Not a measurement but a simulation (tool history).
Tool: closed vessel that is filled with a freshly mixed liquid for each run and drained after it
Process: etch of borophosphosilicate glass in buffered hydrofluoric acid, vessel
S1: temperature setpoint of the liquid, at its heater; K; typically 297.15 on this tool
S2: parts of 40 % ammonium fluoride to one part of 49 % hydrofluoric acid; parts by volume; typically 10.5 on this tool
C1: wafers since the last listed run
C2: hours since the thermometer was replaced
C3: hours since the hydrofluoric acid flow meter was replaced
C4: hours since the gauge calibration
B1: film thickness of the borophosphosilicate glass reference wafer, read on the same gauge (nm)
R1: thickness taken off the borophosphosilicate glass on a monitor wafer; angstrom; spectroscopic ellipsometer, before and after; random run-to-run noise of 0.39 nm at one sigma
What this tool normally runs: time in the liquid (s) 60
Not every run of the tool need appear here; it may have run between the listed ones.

{"run": 1, "hour": 0.0, "S1": 297.15, "S2": 11.5, "time in the liquid (s)": 60, "C1": 0, "C2": 2427.8, "C3": 749.2, "C4": 350.4, "B1": 89.99, "R1": 598.3}
{"run": 2, "hour": 28.6, "S1": 297.15, "S2": 11.5, "time in the liquid (s)": 60, "C1": 3068, "C2": 2456.4, "C3": 777.8, "C4": 379.0, "B1": 90.01, "R1": 601.4}
{"run": 3, "hour": 48.0, "S1": 297.15, "S2": 10.5, "time in the liquid (s)": 60, "C1": 2081, "C2": 2475.8, "C3": 797.2, "C4": 398.4, "B1": 89.98, "R1": 655.2}
{"run": 4, "hour": 77.9, "S1": 297.15, "S2": 10.5, "time in the liquid (s)": 60, "C1": 3208, "C2": 2505.7, "C3": 827.1, "C4": 428.3, "B1": 90.0, "R1": 656.4}
{"run": 5, "hour": 104.3, "S1": 297.15, "S2": 10.5, "time in the liquid (s)": 60, "C1": 2832, "C2": 2532.1, "C3": 853.5, "C4": 454.7, "B1": 90.02, "R1": 655.3}
{"run": 6, "hour": 138.4, "S1": 297.15, "S2": 8.5, "time in the liquid (s)": 60, "C1": 3659, "C2": 2566.2, "C3": 887.6, "C4": 488.8, "B1": 89.99, "R1": 783.8}
{"run": 7, "hour": 164.7, "S1": 297.15, "S2": 10.5, "time in the liquid (s)": 60, "C1": 2822, "C2": 2592.5, "C3": 913.9, "C4": 515.1, "B1": 89.96, "R1": 654.0}
{"run": 8, "hour": 181.8, "S1": 297.15, "S2": 10.5, "time in the liquid (s)": 60, "C1": 1834, "C2": 2609.6, "C3": 931.0, "C4": 532.2, "B1": 89.96, "R1": 650.4}
{"run": 9, "hour": 207.9, "S1": 297.15, "S2": 10.5, "time in the liquid (s)": 60, "C1": 2800, "C2": 2635.7, "C3": 957.1, "C4": 558.3, "B1": 89.99, "R1": 653.4}
{"run": 10, "hour": 234.0, "S1": 297.15, "S2": 10.5, "time in the liquid (s)": 60, "C1": 2800, "C2": 2661.8, "C3": 983.2, "C4": 584.4, "B1": 89.99, "R1": 645.1}
{"hour": 239.0, "done": "gauge calibrated"}
{"hour": 243.0, "done": "hydrofluoric acid flow meter replaced"}
{"run": 11, "hour": 296.3, "S1": 297.15, "S2": 10.5, "time in the liquid (s)": 60, "C1": 6577, "C2": 2724.1, "C3": 53.3, "C4": 57.3, "B1": 90.02, "R1": 653.6}
{"run": 12, "hour": 323.1, "S1": 297.15, "S2": 10.5, "time in the liquid (s)": 60, "C1": 2875, "C2": 2750.9, "C3": 80.1, "C4": 84.1, "B1": 89.99, "R1": 642.6}
{"run": 13, "hour": 352.9, "S1": 300.65, "S2": 10.5, "time in the liquid (s)": 60, "C1": 3197, "C2": 2780.7, "C3": 109.9, "C4": 113.9, "B1": 89.98, "R1": 776.5}
{"run": 14, "hour": 383.6, "S1": 297.15, "S2": 10.5, "time in the liquid (s)": 60, "C1": 3294, "C2": 2811.4, "C3": 140.6, "C4": 144.6, "B1": 90.04, "R1": 646.8}
{"run": 15, "hour": 403.0, "S1": 297.15, "S2": 10.5, "time in the liquid (s)": 60, "C1": 2081, "C2": 2830.8, "C3": 160.0, "C4": 164.0, "B1": 89.96, "R1": 649.4}
{"run": 16, "hour": 428.3, "S1": 297.15, "S2": 10.5, "time in the liquid (s)": 40, "C1": 2714, "C2": 2856.1, "C3": 185.3, "C4": 189.3, "B1": 89.95, "R1": 430.8}
{"run": 17, "hour": 453.3, "S1": 297.15, "S2": 13.5, "time in the liquid (s)": 60, "C1": 2682, "C2": 2881.1, "C3": 210.3, "C4": 214.3, "B1": 90.02, "R1": 508.2}
{"run": 18, "hour": 465.7, "S1": 294.65, "S2": 10.5, "time in the liquid (s)": 35, "C1": 1330, "C2": 2893.5, "C3": 222.7, "C4": 226.7, "B1": 89.99, "R1": 326.5}
{"run": 19, "hour": 481.6, "S1": 297.15, "S2": 10.5, "time in the liquid (s)": 90, "C1": 1706, "C2": 2909.4, "C3": 238.6, "C4": 242.6, "B1": 89.99, "R1": 958.0}
{"run": 20, "hour": 501.5, "S1": 300.15, "S2": 10.5, "time in the liquid (s)": 90, "C1": 2135, "C2": 2929.3, "C3": 258.5, "C4": 262.5, "B1": 89.97, "R1": 1137.4}
{"hour": 511.1, "done": "thermometer replaced"}
{"run": 21, "hour": 514.4, "S1": 299.15, "S2": 10.5, "time in the liquid (s)": 60, "C1": 1276, "C2": 3.3, "C3": 271.4, "C4": 275.4, "B1": 89.98, "R1": 827.2}
{"run": 22, "hour": 544.8, "S1": 297.15, "S2": 10.5, "time in the liquid (s)": 60, "C1": 3262, "C2": 33.7, "C3": 301.8, "C4": 305.8, "B1": 90.02, "R1": 744.4}
{"run": 23, "hour": 561.2, "S1": 297.15, "S2": 10.5, "time in the liquid (s)": 85, "C1": 1759, "C2": 50.1, "C3": 318.2, "C4": 322.2, "B1": 90.02, "R1": 1047.4}
{"run": 24, "hour": 602.8, "S1": 297.15, "S2": 10.5, "time in the liquid (s)": 60, "C1": 4463, "C2": 91.7, "C3": 359.8, "C4": 363.8, "B1": 89.97, "R1": 736.8}
{"run": 25, "hour": 636.1, "S1": 302.15, "S2": 10.5, "time in the liquid (s)": 85, "C1": 3573, "C2": 125.0, "C3": 393.1, "C4": 397.1, "B1": 89.97, "R1": 1352.7}
{"run": 26, "hour": 650.3, "S1": 299.65, "S2": 10.5, "time in the liquid (s)": 80, "C1": 1523, "C2": 139.2, "C3": 407.3, "C4": 411.3, "B1": 90.03, "R1": 1119.4}
{"run": 27, "hour": 664.5, "S1": 297.15, "S2": 11.5, "time in the liquid (s)": 60, "C1": 1523, "C2": 153.4, "C3": 421.5, "C4": 425.5, "B1": 90.04, "R1": 680.8}
{"run": 28, "hour": 679.5, "S1": 293.65, "S2": 13.5, "time in the liquid (s)": 80, "C1": 1609, "C2": 168.4, "C3": 436.5, "C4": 440.5, "B1": 89.99, "R1": 627.8}
{"run": 29, "hour": 699.7, "S1": 297.15, "S2": 10.5, "time in the liquid (s)": 60, "C1": 2167, "C2": 188.6, "C3": 456.7, "C4": 460.7, "B1": 89.97, "R1": 736.3}
{"run": 30, "hour": 719.7, "S1": 300.15, "S2": 7.5, "time in the liquid (s)": 60, "C1": 2146, "C2": 208.6, "C3": 476.7, "C4": 480.7, "B1": 90.01, "R1": 1177.8}

The next listed run, before its measurement:
{"run": 31, "hour": 748.9, "S1": 297.15, "S2": 8.5, "time in the liquid (s)": 90, "C1": 3133, "C2": 237.8, "C3": 505.9, "C4": 509.9, "B1": "?", "R1": "?"}

{"run 31": {"B1": 89.97, "R1": 1323.6}}
If the tool had no hidden condition, the same run with the same run-to-run variation would have returned R1 1370.8 angstrom.

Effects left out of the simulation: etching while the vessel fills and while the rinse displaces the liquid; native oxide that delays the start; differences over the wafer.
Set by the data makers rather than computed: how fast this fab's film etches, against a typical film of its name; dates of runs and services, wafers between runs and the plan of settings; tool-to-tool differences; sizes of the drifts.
